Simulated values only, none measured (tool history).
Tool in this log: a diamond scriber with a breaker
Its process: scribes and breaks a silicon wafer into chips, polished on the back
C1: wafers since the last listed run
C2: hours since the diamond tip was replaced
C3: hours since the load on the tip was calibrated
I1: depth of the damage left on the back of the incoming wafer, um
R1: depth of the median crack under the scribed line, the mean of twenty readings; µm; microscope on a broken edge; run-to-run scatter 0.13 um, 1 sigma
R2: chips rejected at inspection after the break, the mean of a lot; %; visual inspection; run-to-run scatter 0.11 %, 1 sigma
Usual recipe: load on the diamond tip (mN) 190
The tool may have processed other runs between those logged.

Run 1, hour 0.0: usual settings but load on the diamond tip (mN) 175; C1 0; C2 321.0; C3 489.2; I1 0.05. Result: R1 5.80 µm, R2 6.11 %.
Run 2, hour 21.0: usual settings but load on the diamond tip (mN) 175; C1 36; C2 342.0; C3 510.2; I1 0.04. Result: R1 5.64 µm, R2 7.73 %.
Run 3, hour 33.7: usual settings; C1 22; C2 354.7; C3 522.9; I1 0.04. Result: R1 6.46 µm, R2 2.75 %.
Run 4, hour 58.1: usual settings; C1 42; C2 379.1; C3 547.3; I1 0.02. Result: R1 6.31 µm, R2 3.07 %.
Run 5, hour 87.5: usual settings; C1 51; C2 408.5; C3 576.7; I1 0.05. Result: R1 6.01 µm, R2 3.33 %.
Run 6, hour 102.0: usual settings; C1 25; C2 423.0; C3 591.2; I1 0.05. Result: R1 6.26 µm, R2 3.26 %.
Run 7, hour 129.9: usual settings; C1 48; C2 450.9; C3 619.1; I1 0.01. Result: R1 6.29 µm, R2 3.75 %.
Run 8, hour 144.8: usual settings; C1 26; C2 465.8; C3 634.0; I1 0.03. Result: R1 6.16 µm, R2 3.68 %.
At hour 177.1: diamond tip replaced by a new one.
Run 9, hour 177.6: usual settings but load on the diamond tip (mN) 220; C1 53; C2 0.5; C3 666.8; I1 0.03. Result: R1 7.92 µm, R2 4.95 %.
Run 10, hour 209.6: usual settings; C1 55; C2 32.5; C3 698.8; I1 0.03. Result: R1 6.64 µm, R2 1.72 %.
Run 11, hour 221.7: usual settings but load on the diamond tip (mN) 144; C1 21; C2 44.6; C3 710.9; I1 0.03. Result: R1 4.61 µm, R2 22.50 %.
Run 12, hour 238.2: usual settings; C1 28; C2 61.1; C3 727.4; I1 0.05. Result: R1 6.51 µm, R2 2.01 %.
At hour 252.6: load on the tip recalibrated.
Run 13, hour 267.5: usual settings but load on the diamond tip (mN) 157; C1 47; C2 90.4; C3 14.9; I1 0.04. Result: R1 5.18 µm, R2 14.11 %.
Run 14, hour 299.3: usual settings; C1 55; C2 122.2; C3 46.7; I1 0.03. Result: R1 6.45 µm, R2 2.11 %.
Run 15, hour 333.5: usual settings but load on the diamond tip (mN) 227; C1 59; C2 156.4; C3 80.9; I1 0.04. Result: R1 8.04 µm, R2 4.46 %.
Run 16, hour 408.5: usual settings; C1 130; C2 231.4; C3 155.9; I1 0.02. Result: R1 6.10 µm, R2 2.88 %.
Run 17, hour 435.7: usual settings but load on the diamond tip (mN) 136; C1 47; C2 258.6; C3 183.1; I1 0.04. Result: R1 4.17 µm, R2 35.59 %.
Run 18, hour 460.3: usual settings but load on the diamond tip (mN) 221; C1 42; C2 283.2; C3 207.7; I1 0.04. Result: R1 7.59 µm, R2 2.27 %.
Run 19, hour 482.2: usual settings but load on the diamond tip (mN) 160; C1 38; C2 305.1; C3 229.6; I1 0.02. Result: R1 5.03 µm, R2 16.03 %.
Run 20, hour 511.5: usual settings but load on the diamond tip (mN) 208; C1 51; C2 334.4; C3 258.9; I1 0.02. Result: R1 6.71 µm, R2 1.60 %.
Run 21, hour 534.4: usual settings but load on the diamond tip (mN) 228; C1 39; C2 357.3; C3 281.8; I1 0.02. Result: R1 7.58 µm, R2 2.86 %.

Each row is a separate what-if for the run after 21, all from the same tool condition, not one after another. Results?
Run A, hour 535.1: usual settings; C1 1; C2 358.0; C3 282.5; I1 0.04. Result: R1 ?, R2 ?.
Run B, hour 535.1: usual settings but load on the diamond tip (mN) 243; C1 1; C2 358.0; C3 282.5; I1 0.04. Result: R1 ?, R2 ?.
Run C, hour 535.1: usual settings but load on the diamond tip (mN) 234; C1 1; C2 358.0; C3 282.5; I1 0.04. Result: R1 ?, R2 ?.

run    R1    R2
  A  6.14  3.74
  B  7.95  5.07
  C  7.66  3.55
Take away the tool's hidden state, keep each run's random variation, and the runs would have read:
run    R1     R2
  A  6.87   1.64
  B  8.90  12.07
  C  8.57   9.39
